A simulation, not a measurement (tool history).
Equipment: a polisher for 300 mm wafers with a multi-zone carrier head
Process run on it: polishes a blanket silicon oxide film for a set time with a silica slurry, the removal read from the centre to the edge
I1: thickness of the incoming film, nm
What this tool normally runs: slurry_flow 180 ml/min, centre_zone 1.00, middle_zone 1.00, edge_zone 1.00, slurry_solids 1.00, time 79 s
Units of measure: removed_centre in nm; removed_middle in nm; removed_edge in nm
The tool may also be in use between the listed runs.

{"run": 1, "day": 0.0, "slurry_flow": 180, "centre_zone": 1.0, "middle_zone": 0.97, "edge_zone": 1.0, "slurry_solids": 1.0, "time": 79, "I1": 1222.4, "removed_centre": 331.2, "removed_middle": 317.7, "removed_edge": 327.6}
{"run": 2, "day": 1.9, "slurry_flow": 180, "centre_zone": 1.0, "middle_zone": 1.0, "edge_zone": 1.0, "slurry_solids": 1.0, "time": 79, "I1": 1194.6, "removed_centre": 340.9, "removed_middle": 326.7, "removed_edge": 318.0}
{"run": 3, "day": 5.996, "slurry_flow": 180, "centre_zone": 1.0, "middle_zone": 1.0, "edge_zone": 1.0, "slurry_solids": 1.0, "time": 79, "I1": 1224.7, "removed_centre": 319.5, "removed_middle": 330.7, "removed_edge": 312.4}
{"run": 4, "day": 10.038, "slurry_flow": 180, "centre_zone": 1.0, "middle_zone": 1.0, "edge_zone": 1.0, "slurry_solids": 1.0, "time": 79, "I1": 1197.3, "removed_centre": 324.7, "removed_middle": 324.3, "removed_edge": 320.8}
{"run": 5, "day": 12.342, "slurry_flow": 180, "centre_zone": 1.0, "middle_zone": 1.0, "edge_zone": 1.0, "slurry_solids": 1.0, "time": 79, "I1": 1188.8, "removed_centre": 329.4, "removed_middle": 325.9, "removed_edge": 324.4}
{"run": 6, "day": 15.45, "slurry_flow": 180, "centre_zone": 1.0, "middle_zone": 1.0, "edge_zone": 1.0, "slurry_solids": 1.0, "time": 79, "I1": 1208.2, "removed_centre": 324.0, "removed_middle": 325.6, "removed_edge": 318.2}
{"run": 7, "day": 17.438, "slurry_flow": 180, "centre_zone": 1.0, "middle_zone": 1.0, "edge_zone": 1.0, "slurry_solids": 1.0, "time": 79, "I1": 1194.5, "removed_centre": 337.0, "removed_middle": 320.7, "removed_edge": 320.5}
{"run": 8, "day": 19.729, "slurry_flow": 180, "centre_zone": 1.0, "middle_zone": 1.0, "edge_zone": 1.0, "slurry_solids": 1.0, "time": 79, "I1": 1214.3, "removed_centre": 331.1, "removed_middle": 322.2, "removed_edge": 328.3}
{"run": 9, "day": 22.396, "slurry_flow": 180, "centre_zone": 1.0, "middle_zone": 1.0, "edge_zone": 1.0, "slurry_solids": 1.0, "time": 79, "I1": 1198.6, "removed_centre": 341.9, "removed_middle": 321.8, "removed_edge": 320.1}
{"run": 10, "day": 24.121, "slurry_flow": 180, "centre_zone": 1.0, "middle_zone": 1.0, "edge_zone": 1.0, "slurry_solids": 1.0, "time": 79, "I1": 1226.4, "removed_centre": 347.8, "removed_middle": 320.3, "removed_edge": 328.7}
{"run": 11, "day": 35.767, "slurry_flow": 180, "centre_zone": 1.0, "middle_zone": 1.1, "edge_zone": 0.96, "slurry_solids": 1.0, "time": 79, "I1": 1199.6, "removed_centre": 329.5, "removed_middle": 354.9, "removed_edge": 322.5}
{"run": 12, "day": 38.888, "slurry_flow": 180, "centre_zone": 1.0, "middle_zone": 1.0, "edge_zone": 1.0, "slurry_solids": 1.0, "time": 79, "I1": 1198.9, "removed_centre": 334.4, "removed_middle": 333.3, "removed_edge": 321.6}
{"run": 13, "day": 42.554, "slurry_flow": 180, "centre_zone": 0.91, "middle_zone": 1.0, "edge_zone": 1.04, "slurry_solids": 1.0, "time": 97, "I1": 1189.9, "removed_centre": 384.8, "removed_middle": 413.0, "removed_edge": 405.5}
{"run": 14, "day": 46.496, "slurry_flow": 180, "centre_zone": 1.0, "middle_zone": 1.09, "edge_zone": 0.97, "slurry_solids": 1.1, "time": 92, "I1": 1207.1, "removed_centre": 399.2, "removed_middle": 439.0, "removed_edge": 385.0}
{"run": 15, "day": 51.0, "slurry_flow": 215, "centre_zone": 0.93, "middle_zone": 0.89, "edge_zone": 1.0, "slurry_solids": 1.1, "time": 79, "I1": 1205.7, "removed_centre": 326.7, "removed_middle": 316.7, "removed_edge": 346.0}
{"run": 16, "day": 55.092, "slurry_flow": 205, "centre_zone": 1.0, "middle_zone": 1.0, "edge_zone": 1.11, "slurry_solids": 0.75, "time": 92, "I1": 1206.0, "removed_centre": 351.3, "removed_middle": 347.4, "removed_edge": 352.9}
{"run": 17, "day": 56.625, "slurry_flow": 180, "centre_zone": 1.0, "middle_zone": 1.0, "edge_zone": 1.0, "slurry_solids": 1.0, "time": 79, "I1": 1204.4, "removed_centre": 343.0, "removed_middle": 327.6, "removed_edge": 326.2}
{"run": 18, "day": 60.6, "slurry_flow": 180, "centre_zone": 1.0, "middle_zone": 1.0, "edge_zone": 1.0, "slurry_solids": 1.0, "time": 79, "I1": 1209.0, "removed_centre": 343.9, "removed_middle": 331.6, "removed_edge": 323.4}
{"run": 19, "day": 62.771, "slurry_flow": 205, "centre_zone": 1.0, "middle_zone": 1.0, "edge_zone": 1.11, "slurry_solids": 0.75, "time": 92, "I1": 1218.0, "removed_centre": 368.0, "removed_middle": 334.5, "removed_edge": 351.0}
{"run": 20, "day": 70.796, "slurry_flow": 205, "centre_zone": 1.0, "middle_zone": 1.0, "edge_zone": 1.0, "slurry_solids": 1.0, "time": 100, "I1": 1182.7, "removed_centre": 418.8, "removed_middle": 418.7, "removed_edge": 409.7}
{"run": 21, "day": 72.692, "slurry_flow": 180, "centre_zone": 1.04, "middle_zone": 1.0, "edge_zone": 1.0, "slurry_solids": 1.0, "time": 79, "I1": 1222.4, "removed_centre": 335.2, "removed_middle": 322.1, "removed_edge": 322.0}
{"run": 22, "day": 74.758, "slurry_flow": 180, "centre_zone": 1.0, "middle_zone": 0.94, "edge_zone": 1.0, "slurry_solids": 1.25, "time": 101, "I1": 1188.1, "removed_centre": 452.4, "removed_middle": 440.4, "removed_edge": 454.7}

The log once held 16 entries between its listed runs, left out of this copy. Where does each go, and what is different about the tool's unlogged condition between the listed run before it and the listed run after it?
From run 2 to run 3: slurry nozzle cleaned (day 4.104); centre zone pressure recalibrated (day 4.725)
  deviation of the centre zone's pressure from its setpoint, %: 5.49 -> -0.798
  difference, measured minus the result without the unlogged condition, removed_centre: +17.8 -> -2.6 nm
From run 5 to run 6: worn pad replaced by a new one (day 13.438)
  deviation of the centre zone's pressure from its setpoint, %: 0.352 -> 1.51
  difference, measured minus the result without the unlogged condition, removed_centre: +1.2 -> +4.9 nm
From run 8 to run 9: slurry nozzle cleaned (day 21.704); edge zone pressure recalibrated (day 22.025)
  deviation of the centre zone's pressure from its setpoint, %: 3.76 -> 5.54
  difference, measured minus the result without the unlogged condition, removed_centre: +12.1 -> +18.1 nm
From run 10 to run 11: centre zone pressure recalibrated (day 25.608); worn pad replaced by a new one (day 30.821)
  deviation of the centre zone's pressure from its setpoint, %: 6.84 -> 2.15
  difference, measured minus the result without the unlogged condition, removed_centre: +22.5 -> +7.0 nm
From run 11 to run 12: slurry nozzle cleaned (day 37.279)
  deviation of the centre zone's pressure from its setpoint, %: 2.15 -> 3.64
  difference, measured minus the result without the unlogged condition, removed_centre: +7.0 -> +11.9 nm
From run 13 to run 14: centre zone pressure recalibrated (day 45.125)
  deviation of the centre zone's pressure from its setpoint, %: 5.9 -> 1.7
  difference, measured minus the result without the unlogged condition, removed_centre: +21.7 -> +6.8 nm
From run 14 to run 15: worn pad replaced by a new one (day 49.004); carrier head's membrane replaced by a new one (day 50.504); edge zone pressure recalibrated (day 50.979)
  deviation of the centre zone's pressure from its setpoint, %: 1.7 -> 2.37
  difference, measured minus the result without the unlogged condition, removed_centre: +6.8 -> +7.7 nm
From run 15 to run 16: slurry nozzle cleaned (day 51.212)
  deviation of the centre zone's pressure from its setpoint, %: 2.37 -> 3.69
  difference, measured minus the result without the unlogged condition, removed_centre: +7.7 -> +12.6 nm
From run 19 to run 20: centre zone pressure recalibrated (day 66.271); worn pad replaced by a new one (day 66.800); slurry nozzle cleaned (day 67.888)
  deviation of the centre zone's pressure from its setpoint, %: 8.02 -> -0.0981
  difference, measured minus the result without the unlogged condition, removed_centre: +27.5 -> -0.4 nm
